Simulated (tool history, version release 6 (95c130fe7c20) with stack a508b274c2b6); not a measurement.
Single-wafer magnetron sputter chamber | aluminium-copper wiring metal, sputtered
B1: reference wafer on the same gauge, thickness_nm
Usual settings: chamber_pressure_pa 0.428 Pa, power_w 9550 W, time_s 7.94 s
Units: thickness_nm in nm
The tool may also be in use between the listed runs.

{"run": 1, "day": 0.0, "chamber_pressure_pa": 0.428, "power_w": 9550, "time_s": 7.94, "B1": 107.937, "thickness_nm": 125.513}
{"run": 2, "day": 2.008, "chamber_pressure_pa": 0.428, "power_w": 10500, "time_s": 7.94, "B1": 108.098, "thickness_nm": 136.543}
{"run": 3, "day": 4.679, "chamber_pressure_pa": 0.428, "power_w": 10500, "time_s": 7.94, "B1": 107.993, "thickness_nm": 138.156}
{"run": 4, "day": 7.4, "chamber_pressure_pa": 0.428, "power_w": 10500, "time_s": 7.94, "B1": 107.817, "thickness_nm": 136.867}
{"run": 5, "day": 9.692, "chamber_pressure_pa": 0.428, "power_w": 7700, "time_s": 7.94, "B1": 108.077, "thickness_nm": 100.69}
{"day": 12.667, "done": "sputter target and shields replaced"}
{"run": 6, "day": 12.688, "chamber_pressure_pa": 0.428, "power_w": 9550, "time_s": 6.93, "B1": 107.991, "thickness_nm": 108.595}
{"day": 14.067, "done": "gauge calibrated"}
{"run": 7, "day": 14.471, "chamber_pressure_pa": 0.428, "power_w": 9550, "time_s": 6.93, "B1": 108.045, "thickness_nm": 108.182}
{"run": 8, "day": 16.729, "chamber_pressure_pa": 0.428, "power_w": 9550, "time_s": 6.93, "B1": 107.9, "thickness_nm": 108.564}
{"run": 9, "day": 19.338, "chamber_pressure_pa": 0.428, "power_w": 9550, "time_s": 7.94, "B1": 107.89, "thickness_nm": 124.833}
{"run": 10, "day": 21.0, "chamber_pressure_pa": 0.428, "power_w": 9550, "time_s": 7.94, "B1": 107.94, "thickness_nm": 124.431}
{"run": 11, "day": 27.104, "chamber_pressure_pa": 0.428, "power_w": 9550, "time_s": 7.94, "B1": 108.068, "thickness_nm": 125.288}
{"day": 28.871, "done": "sputter target and shields replaced"}
{"run": 12, "day": 28.892, "chamber_pressure_pa": 0.428, "power_w": 9550, "time_s": 7.94, "B1": 107.88, "thickness_nm": 124.129}
{"run": 13, "day": 31.462, "chamber_pressure_pa": 0.477, "power_w": 9550, "time_s": 7.94, "B1": 108.038, "thickness_nm": 120.732}
{"day": 34.142, "done": "capacitance manometer re-zeroed and calibrated"}
{"run": 14, "day": 34.162, "chamber_pressure_pa": 0.428, "power_w": 9550, "time_s": 7.94, "B1": 107.936, "thickness_nm": 126.766}
{"day": 36.758, "done": "magnet pack replaced"}
{"run": 15, "day": 37.0, "chamber_pressure_pa": 0.524, "power_w": 9550, "time_s": 9.05, "B1": 107.979, "thickness_nm": 135.304}
{"run": 16, "day": 38.354, "chamber_pressure_pa": 0.428, "power_w": 9550, "time_s": 7.94, "B1": 107.945, "thickness_nm": 126.392}
{"run": 17, "day": 39.562, "chamber_pressure_pa": 0.362, "power_w": 9550, "time_s": 7.94, "B1": 108.108, "thickness_nm": 132.051}
{"run": 18, "day": 41.829, "chamber_pressure_pa": 0.572, "power_w": 10400, "time_s": 7.94, "B1": 107.909, "thickness_nm": 123.783}
{"run": 19, "day": 42.871, "chamber_pressure_pa": 0.428, "power_w": 9550, "time_s": 7.41, "B1": 107.871, "thickness_nm": 117.942}
{"run": 20, "day": 44.692, "chamber_pressure_pa": 0.307, "power_w": 11900, "time_s": 7.94, "B1": 107.941, "thickness_nm": 171.855}
{"day": 47.696, "done": "sputter target and shields replaced"}
{"run": 21, "day": 48.625, "chamber_pressure_pa": 0.428, "power_w": 9550, "time_s": 7.94, "B1": 108.136, "thickness_nm": 125.014}
{"run": 22, "day": 49.708, "chamber_pressure_pa": 0.428, "power_w": 11050, "time_s": 7.94, "B1": 108.096, "thickness_nm": 145.308}
{"run": 23, "day": 52.6, "chamber_pressure_pa": 0.27, "power_w": 9550, "time_s": 9.07, "B1": 107.998, "thickness_nm": 162.136}
{"run": 24, "day": 53.925, "chamber_pressure_pa": 0.579, "power_w": 11250, "time_s": 7.94, "B1": 108.022, "thickness_nm": 131.584}
{"run": 25, "day": 55.829, "chamber_pressure_pa": 0.378, "power_w": 8650, "time_s": 9.27, "B1": 108.17, "thickness_nm": 137.46}
{"run": 26, "day": 58.142, "chamber_pressure_pa": 0.428, "power_w": 9550, "time_s": 9.43, "B1": 107.908, "thickness_nm": 148.232}
{"run": 27, "day": 60.408, "chamber_pressure_pa": 0.347, "power_w": 8950, "time_s": 7.94, "B1": 108.075, "thickness_nm": 124.156}
{"run": 28, "day": 62.125, "chamber_pressure_pa": 0.428, "power_w": 9550, "time_s": 7.94, "B1": 108.193, "thickness_nm": 124.775}
{"run": 29, "day": 64.5, "chamber_pressure_pa": 0.502, "power_w": 8250, "time_s": 6.55, "B1": 108.163, "thickness_nm": 84.133}
{"day": 66.604, "done": "sputter target and shields replaced"}
{"run": 30, "day": 66.625, "chamber_pressure_pa": 0.274, "power_w": 9550, "time_s": 7.47, "B1": 107.902, "thickness_nm": 131.713}
{"run": 31, "day": 67.529, "chamber_pressure_pa": 0.428, "power_w": 9550, "time_s": 7.94, "B1": 107.966, "thickness_nm": 124.91}
{"run": 32, "day": 69.404, "chamber_pressure_pa": 0.548, "power_w": 9550, "time_s": 7.94, "B1": 107.956, "thickness_nm": 114.106}
{"run": 33, "day": 70.762, "chamber_pressure_pa": 0.295, "power_w": 8900, "time_s": 8.99, "B1": 107.948, "thickness_nm": 145.576}
{"run": 34, "day": 73.704, "chamber_pressure_pa": 0.329, "power_w": 7850, "time_s": 6.53, "B1": 108.135, "thickness_nm": 90.307}

Some steps in thickness_nm between neighbouring runs. How much of each would the tool show without its hidden state too (settings, what came in, random variation), and how much is left for the hidden state, with any gauge scatter that isn't in both results?
The hidden state here: deposition rate above that of a new target (%); true argon pressure above the setpoint (%); gauge reads high (%).
Run 13 -> 14: chamber_pressure_pa 0.477 -> 0.428, capacitance manometer re-zeroed and calibrated. thickness_nm +6.034 nm: hidden state +2.806, all else +3.228.
Run 19 -> 20: chamber_pressure_pa 0.428 -> 0.307, power_w 9550 -> 11900, time_s 7.41 -> 7.94. thickness_nm +53.913 nm: hidden state -0.067, all else +53.98.
Run 23 -> 24: chamber_pressure_pa 0.27 -> 0.579, power_w 9550 -> 11250, time_s 9.07 -> 7.94. thickness_nm -30.552 nm: hidden state -1.666, all else -28.886.
Run 29 -> 30: chamber_pressure_pa 0.502 -> 0.274, power_w 8250 -> 9550, time_s 6.55 -> 7.47, sputter target and shields replaced. thickness_nm +47.58 nm: hidden state +0.558, all else +47.022.
Run 32 -> 33: chamber_pressure_pa 0.548 -> 0.295, power_w 9550 -> 8900, time_s 7.94 -> 8.99. thickness_nm +31.47 nm: hidden state +1.306, all else +30.164.
Run 33 -> 34: chamber_pressure_pa 0.295 -> 0.329, power_w 8900 -> 7850, time_s 8.99 -> 6.53. thickness_nm -55.269 nm: hidden state +0.478, all else -55.747.
